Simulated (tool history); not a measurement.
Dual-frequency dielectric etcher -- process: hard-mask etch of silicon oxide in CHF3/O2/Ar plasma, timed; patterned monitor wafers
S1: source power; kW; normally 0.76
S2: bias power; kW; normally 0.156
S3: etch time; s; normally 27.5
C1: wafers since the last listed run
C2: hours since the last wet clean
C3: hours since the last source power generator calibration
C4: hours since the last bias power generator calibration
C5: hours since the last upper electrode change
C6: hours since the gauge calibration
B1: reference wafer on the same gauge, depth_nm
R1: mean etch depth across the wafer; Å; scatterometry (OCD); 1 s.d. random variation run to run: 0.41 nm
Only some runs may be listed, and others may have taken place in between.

Run 1, hour 0: usual settings; C1 0; C2 293.7; C3 3260.9; C4 2893.9; C5 3405; C6 3.7; B1 64.8. Result: R1 674 Å.
Run 2, hour 9.2: usual settings; C1 116; C2 302.9; C3 3270.1; C4 2903.1; C5 3414.2; C6 12.9; B1 64.6. Result: R1 672 Å.
Run 3, hour 21.8: usual settings but S3 21.5 s; C1 159; C2 315.5; C3 3282.7; C4 2915.7; C5 3426.8; C6 25.5; B1 64.8. Result: R1 528 Å.
Run 4, hour 38.8: usual settings; C1 215; C2 332.5; C3 3299.7; C4 2932.7; C5 3443.8; C6 42.5; B1 64.7. Result: R1 666 Å.
Run 5, hour 45.9: usual settings; C1 89; C2 339.6; C3 3306.8; C4 2939.8; C5 3450.9; C6 49.6; B1 64.7. Result: R1 676 Å.
Run 6, hour 63: usual settings; C1 216; C2 356.7; C3 3323.9; C4 2956.9; C5 3468; C6 66.7; B1 64.8. Result: R1 676 Å.
Run 7, hour 71: usual settings; C1 101; C2 364.7; C3 3331.9; C4 2964.9; C5 3476; C6 74.7; B1 64.8. Result: R1 671 Å.
Run 8, hour 81.4: usual settings; C1 131; C2 375.1; C3 3342.3; C4 2975.3; C5 3486.4; C6 85.1; B1 64.7. Result: R1 685 Å.
Run 9, hour 95.7: usual settings; C1 180; C2 389.4; C3 3356.6; C4 2989.6; C5 3500.7; C6 99.4; B1 64.7. Result: R1 678 Å.
Run 10, hour 109.3: usual settings but S1 0.65 kW; C1 172; C2 403; C3 3370.2; C4 3003.2; C5 3514.3; C6 113; B1 64.6. Result: R1 638 Å.
Run 11, hour 117.9: usual settings but S1 0.65 kW; C1 108; C2 411.6; C3 3378.8; C4 3011.8; C5 3522.9; C6 121.6; B1 64.7. Result: R1 634 Å.
Run 12, hour 128.9: usual settings; C1 139; C2 422.6; C3 3389.8; C4 3022.8; C5 3533.9; C6 132.6; B1 64.7. Result: R1 681 Å.
Run 13, hour 158.5: usual settings; C1 374; C2 452.2; C3 3419.4; C4 3052.4; C5 3563.5; C6 162.2; B1 64.8. Result: R1 678 Å.
At hour 188.6: upper electrode replaced.
Run 14, hour 189.1: usual settings; C1 83; C2 482.8; C3 3450; C4 3083; C5 0.5; C6 192.8; B1 64.7. Result: R1 683 Å.
Run 15, hour 189.4: usual settings; C1 3; C2 483.1; C3 3450.3; C4 3083.3; C5 0.8; C6 193.1; B1 64.6. Result: R1 677 Å.
Run 16, hour 191.7: usual settings but S1 0.66 kW; C1 29; C2 485.4; C3 3452.6; C4 3085.6; C5 3.1; C6 195.4; B1 64.7. Result: R1 650 Å.
At hour 201.6: source power generator calibrated.
At hour 210.1: gauge calibrated.
At hour 218.4: bias power generator calibrated.
Run 17, hour 218.9: usual settings; C1 242; C2 512.6; C3 17.3; C4 0.5; C5 30.3; C6 8.8; B1 64.8. Result: R1 683 Å.
At hour 253: wet clean of the chamber.
Run 18, hour 253.5: usual settings but S2 0.178 kW, S3 31 s; C1 134; C2 0.5; C3 51.9; C4 35.1; C5 64.9; C6 43.4; B1 64.8. Result: R1 796 Å.
Run 19, hour 253.8: usual settings but S2 0.177 kW, S3 23.5 s; C1 3; C2 0.8; C3 52.2; C4 35.4; C5 65.2; C6 43.7; B1 64.6. Result: R1 599 Å.
Run 20, hour 254.1: usual settings but S1 0.91 kW, S2 0.144 kW; C1 3; C2 1.1; C3 52.5; C4 35.7; C5 65.5; C6 44; B1 64.7. Result: R1 673 Å.
Run 21, hour 256: usual settings but S1 0.65 kW; C1 24; C2 3; C3 54.4; C4 37.6; C5 67.4; C6 45.9; B1 64.7. Result: R1 620 Å.
Run 22, hour 271.9: usual settings but S1 0.81 kW, S2 0.142 kW, S3 30 s; C1 201; C2 18.9; C3 70.3; C4 53.5; C5 83.3; C6 61.8; B1 64.8. Result: R1 695 Å.
Run 23, hour 284.5: usual settings but S1 0.83 kW, S3 31 s; C1 159; C2 31.5; C3 82.9; C4 66.1; C5 95.9; C6 74.4; B1 64.7. Result: R1 763 Å.
Run 24, hour 301.3: usual settings but S2 0.14 kW, S3 22 s; C1 212; C2 48.3; C3 99.7; C4 82.9; C5 112.7; C6 91.2; B1 64.7. Result: R1 496 Å.
Run 25, hour 311.9: usual settings but S1 0.83 kW, S2 0.185 kW, S3 34.5 s; C1 134; C2 58.9; C3 110.3; C4 93.5; C5 123.3; C6 101.8; B1 64.7. Result: R1 931 Å.
Run 26, hour 323.8: usual settings but S1 0.83 kW, S2 0.185 kW, S3 34.5 s; C1 150; C2 70.8; C3 122.2; C4 105.4; C5 135.2; C6 113.7; B1 64.7. Result: R1 928 Å.
Run 27, hour 341.7: usual settings; C1 226; C2 88.7; C3 140.1; C4 123.3; C5 153.1; C6 131.6; B1 64.7. Result: R1 658 Å.
Run 28, hour 356.9: usual settings but S1 0.94 kW, S2 0.171 kW, S3 32.5 s; C1 192; C2 103.9; C3 155.3; C4 138.5; C5 168.3; C6 146.8; B1 64.7. Result: R1 885 Å.
Run 29, hour 368.9: usual settings but S1 0.66 kW; C1 151; C2 115.9; C3 167.3; C4 150.5; C5 180.3; C6 158.8; B1 64.7. Result: R1 622 Å.
Run 30, hour 375.7: usual settings but S1 0.67 kW, S2 0.144 kW; C1 86; C2 122.7; C3 174.1; C4 157.3; C5 187.1; C6 165.6; B1 64.7. Result: R1 610 Å.
Run 31, hour 388.8: usual settings; C1 165; C2 135.8; C3 187.2; C4 170.4; C5 200.2; C6 178.7; B1 64.7. Result: R1 659 Å.

Consider 3 possible next runs. They are alternatives, not a sequence: every one starts from the tool as it was left by run 31. What does each give?
Run A, hour 389.2: usual settings but S2 0.123 kW; C1 5; C2 136.2; C3 187.6; C4 170.8; C5 200.6; C6 179.1; B1 ?. Result: R1 ?.
Run B, hour 389.2: usual settings but S1 0.95 kW, S2 0.128 kW, S3 24.5 s; C1 5; C2 136.2; C3 187.6; C4 170.8; C5 200.6; C6 179.1; B1 ?. Result: R1 ?.
Run C, hour 389.2: usual settings but S1 0.6 kW; C1 5; C2 136.2; C3 187.6; C4 170.8; C5 200.6; C6 179.1; B1 ?. Result: R1 ?.

run    B1   R1
  A  64.7  597
  B  64.7  590
  C  64.7  621
With no hidden state in the tool, these same runs would have given:
run   R1
  A  588
  B  581
  C  612
